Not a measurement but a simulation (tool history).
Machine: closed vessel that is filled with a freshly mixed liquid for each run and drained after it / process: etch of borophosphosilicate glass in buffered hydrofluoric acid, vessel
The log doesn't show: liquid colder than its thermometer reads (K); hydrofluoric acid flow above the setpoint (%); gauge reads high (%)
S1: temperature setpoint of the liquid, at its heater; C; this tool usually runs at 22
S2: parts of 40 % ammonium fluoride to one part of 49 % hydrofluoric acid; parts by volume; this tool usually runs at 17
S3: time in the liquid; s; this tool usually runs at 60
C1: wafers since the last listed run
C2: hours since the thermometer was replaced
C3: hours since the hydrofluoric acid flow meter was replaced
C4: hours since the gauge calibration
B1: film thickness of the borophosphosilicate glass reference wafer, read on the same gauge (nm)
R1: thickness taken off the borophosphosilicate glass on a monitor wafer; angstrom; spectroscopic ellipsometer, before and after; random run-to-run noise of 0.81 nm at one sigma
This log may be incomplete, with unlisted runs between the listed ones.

{"run": 1, "hour": 0.0, "S1": 22, "S2": 20, "S3": 60, "C1": 0, "C2": 63.3, "C3": 325, "C4": 170.8, "B1": 60, "R1": 814.7}
{"run": 2, "hour": 32.9, "S1": 22, "S2": 20, "S3": 60, "C1": 4443, "C2": 96.2, "C3": 357.9, "C4": 203.7, "B1": 60, "R1": 808.3}
{"run": 3, "hour": 62.0, "S1": 22, "S2": 20, "S3": 60, "C1": 3930, "C2": 125.3, "C3": 387, "C4": 232.8, "B1": 60.01, "R1": 803.2}
{"run": 4, "hour": 96.6, "S1": 22, "S2": 17, "S3": 75, "C1": 4673, "C2": 159.9, "C3": 421.6, "C4": 267.4, "B1": 60, "R1": 1197.7}
{"run": 5, "hour": 131.1, "S1": 22, "S2": 17, "S3": 75, "C1": 4659, "C2": 194.4, "C3": 456.1, "C4": 301.9, "B1": 60, "R1": 1183.8}
{"run": 6, "hour": 165.9, "S1": 22, "S2": 17, "S3": 75, "C1": 4700, "C2": 229.2, "C3": 490.9, "C4": 336.7, "B1": 60.01, "R1": 1169.8}
{"run": 7, "hour": 180.0, "S1": 22, "S2": 17, "S3": 60, "C1": 1904, "C2": 243.3, "C3": 505, "C4": 350.8, "B1": 60.02, "R1": 950.9}
{"run": 8, "hour": 199.5, "S1": 22, "S2": 17, "S3": 60, "C1": 2633, "C2": 262.8, "C3": 524.5, "C4": 370.3, "B1": 59.98, "R1": 936.5}
{"run": 9, "hour": 227.3, "S1": 22, "S2": 17, "S3": 60, "C1": 3754, "C2": 290.6, "C3": 552.3, "C4": 398.1, "B1": 60.02, "R1": 928}
{"run": 10, "hour": 261.6, "S1": 22, "S2": 17, "S3": 60, "C1": 4632, "C2": 324.9, "C3": 586.6, "C4": 432.4, "B1": 60.02, "R1": 936.8}
{"run": 11, "hour": 276.4, "S1": 22, "S2": 17, "S3": 60, "C1": 1999, "C2": 339.7, "C3": 601.4, "C4": 447.2, "B1": 59.97, "R1": 937.7}
{"run": 12, "hour": 304.8, "S1": 22, "S2": 17, "S3": 60, "C1": 3835, "C2": 368.1, "C3": 629.8, "C4": 475.6, "B1": 60.01, "R1": 921.9}
{"hour": 306.1, "done": "gauge calibrated"}
{"run": 13, "hour": 326.1, "S1": 22, "S2": 17, "S3": 60, "C1": 2876, "C2": 389.4, "C3": 651.1, "C4": 20, "B1": 60, "R1": 922.8}
{"run": 14, "hour": 352.3, "S1": 22, "S2": 17, "S3": 60, "C1": 3538, "C2": 415.6, "C3": 677.3, "C4": 46.2, "B1": 60, "R1": 931.4}
{"run": 15, "hour": 369.1, "S1": 22, "S2": 17, "S3": 60, "C1": 2269, "C2": 432.4, "C3": 694.1, "C4": 63, "B1": 59.98, "R1": 943.3}
{"run": 16, "hour": 383.7, "S1": 20, "S2": 20.5, "S3": 30, "C1": 1972, "C2": 447, "C3": 708.7, "C4": 77.6, "B1": 60.01, "R1": 342.3}
{"hour": 386.0, "done": "thermometer replaced"}
{"run": 17, "hour": 397.1, "S1": 20.5, "S2": 23.5, "S3": 75, "C1": 1674, "C2": 11.1, "C3": 722.1, "C4": 91, "B1": 60.02, "R1": 843.3}
{"run": 18, "hour": 417.2, "S1": 22, "S2": 17, "S3": 75, "C1": 2714, "C2": 31.2, "C3": 742.2, "C4": 111.1, "B1": 60, "R1": 1206.8}
{"run": 19, "hour": 450.0, "S1": 22, "S2": 10.5, "S3": 40, "C1": 4430, "C2": 64, "C3": 775, "C4": 143.9, "B1": 60, "R1": 1051}
{"run": 20, "hour": 465.2, "S1": 22, "S2": 17, "S3": 60, "C1": 2053, "C2": 79.2, "C3": 790.2, "C4": 159.1, "B1": 59.99, "R1": 970.1}
{"run": 21, "hour": 488.8, "S1": 20, "S2": 17, "S3": 60, "C1": 3187, "C2": 102.8, "C3": 813.8, "C4": 182.7, "B1": 60.01, "R1": 865.4}
{"hour": 497.8, "done": "hydrofluoric acid flow meter replaced"}
{"run": 22, "hour": 516.1, "S1": 24, "S2": 20.5, "S3": 60, "C1": 3552, "C2": 130.1, "C3": 18.3, "C4": 210, "B1": 60.01, "R1": 900.2}
{"run": 23, "hour": 551.7, "S1": 22, "S2": 15, "S3": 60, "C1": 4808, "C2": 165.7, "C3": 53.9, "C4": 245.6, "B1": 60.02, "R1": 1092.6}
{"run": 24, "hour": 565.8, "S1": 22, "S2": 17, "S3": 60, "C1": 1904, "C2": 179.8, "C3": 68, "C4": 259.7, "B1": 60.01, "R1": 931}
{"run": 25, "hour": 599.8, "S1": 17.5, "S2": 19, "S3": 70, "C1": 4592, "C2": 213.8, "C3": 102, "C4": 293.7, "B1": 60.01, "R1": 769.8}
{"run": 26, "hour": 648.4, "S1": 22, "S2": 17, "S3": 60, "C1": 6564, "C2": 262.4, "C3": 150.6, "C4": 342.3, "B1": 59.99, "R1": 934.7}
{"run": 27, "hour": 676.7, "S1": 17.5, "S2": 17, "S3": 45, "C1": 3822, "C2": 290.7, "C3": 178.9, "C4": 370.6, "B1": 59.99, "R1": 545.1}
{"run": 28, "hour": 692.8, "S1": 20, "S2": 22, "S3": 70, "C1": 2174, "C2": 306.8, "C3": 195, "C4": 386.7, "B1": 59.99, "R1": 789.3}
{"run": 29, "hour": 715.6, "S1": 26, "S2": 19.5, "S3": 45, "C1": 3079, "C2": 329.6, "C3": 217.8, "C4": 409.5, "B1": 60, "R1": 765}

Consider 3 possible next runs. They are alternatives, not a sequence: every one starts from the tool as it was left by run 29. What does each give?
{"run": "A", "hour": 716.3, "S1": 24, "S2": 17, "S3": 60, "C1": 94, "C2": 330.3, "C3": 218.5, "C4": 410.2, "B1": "?", "R1": "?"}
{"run": "B", "hour": 716.3, "S1": 22, "S2": 14, "S3": 60, "C1": 94, "C2": 330.3, "C3": 218.5, "C4": 410.2, "B1": "?", "R1": "?"}
{"run": "C", "hour": 716.3, "S1": 24.5, "S2": 14.5, "S3": 95, "C1": 94, "C2": 330.3, "C3": 218.5, "C4": 410.2, "B1": "?", "R1": "?"}

run=A B1=60.01 R1=1058.8
run=B B1=60.01 R1=1149.9
run=C B1=60.01 R1=2015.5
Had the tool no hidden state, the same runs would have come out as:
run=A R1=1097.3
run=B R1=1192.2
run=C R1=2088.6
